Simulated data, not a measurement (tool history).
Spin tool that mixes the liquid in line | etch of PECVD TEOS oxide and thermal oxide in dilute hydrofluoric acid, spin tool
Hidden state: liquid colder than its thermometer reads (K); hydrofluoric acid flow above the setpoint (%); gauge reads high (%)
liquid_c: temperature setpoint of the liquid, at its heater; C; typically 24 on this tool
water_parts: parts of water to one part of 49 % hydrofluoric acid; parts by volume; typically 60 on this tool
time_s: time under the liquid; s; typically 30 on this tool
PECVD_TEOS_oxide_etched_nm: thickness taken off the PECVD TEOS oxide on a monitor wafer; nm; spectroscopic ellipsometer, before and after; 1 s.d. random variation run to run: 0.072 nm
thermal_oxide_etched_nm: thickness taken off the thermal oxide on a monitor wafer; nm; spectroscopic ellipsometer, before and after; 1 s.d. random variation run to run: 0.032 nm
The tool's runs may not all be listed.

run	hour	liquid_c	water_parts	time_s	wafers since the last listed run	hours since the thermometer was replaced	hours since the hydrofluoric acid flow meter was replaced	hours since the gauge calibration	read-back film thickness of the PECVD TEOS oxide reference wafer, read on the same gauge (nm)	read-back film thickness of the thermal oxide reference wafer, read on the same gauge (nm)	PECVD_TEOS_oxide_etched_nm	thermal_oxide_etched_nm
1	0.0	24	60	30	0	523.6	1676.0	101.1	119.99	129.958	9.02	2.160
2	6.6	24	60	30	107	530.2	1682.6	107.7	120.00	129.996	9.05	2.180
3	19.0	24	60	30	201	542.6	1695.0	120.1	119.98	130.021	9.06	2.167
4	32.0	24	60	30	210	555.6	1708.0	133.1	120.00	130.019	9.05	2.203
5	43.5	24	60	30	186	567.1	1719.5	144.6	119.98	130.011	9.02	2.151
6	52.8	24	60	30	150	576.4	1728.8	153.9	119.99	129.969	9.03	2.137
7	63.8	24	60	30	178	587.4	1739.8	164.9	120.01	129.980	8.96	2.179
8	73.9	24	60	30	163	597.5	1749.9	175.0	120.01	129.986	9.04	2.159
# hour 85.5: thermometer replaced
9	90.9	24	60	30	259	5.4	1766.9	192.0	119.99	129.981	9.86	2.328
10	105.1	22	75	45	230	19.6	1781.1	206.2	119.99	129.960	10.58	2.503
# hour 108.7: hydrofluoric acid flow meter replaced
11	111.9	24	60	30	94	26.4	3.2	213.0	119.99	129.967	9.98	2.378

What does the tool deliver on the next run?
12	123.0	27	40	45	179	37.5	14.3	224.1	?	?	?	?

{"run 12": {"read-back film thickness of the PECVD TEOS oxide reference wafer, read on the same gauge (nm)": 120.0, "read-back film thickness of the thermal oxide reference wafer, read on the same gauge (nm)": 130.014, "PECVD_TEOS_oxide_etched_nm": 25.72, "thermal_oxide_etched_nm": 6.152}}
If the tool had no hidden condition, the same run with the same run-to-run variation would have returned PECVD_TEOS_oxide_etched_nm 26.19 nm, thermal_oxide_etched_nm 6.263 nm.
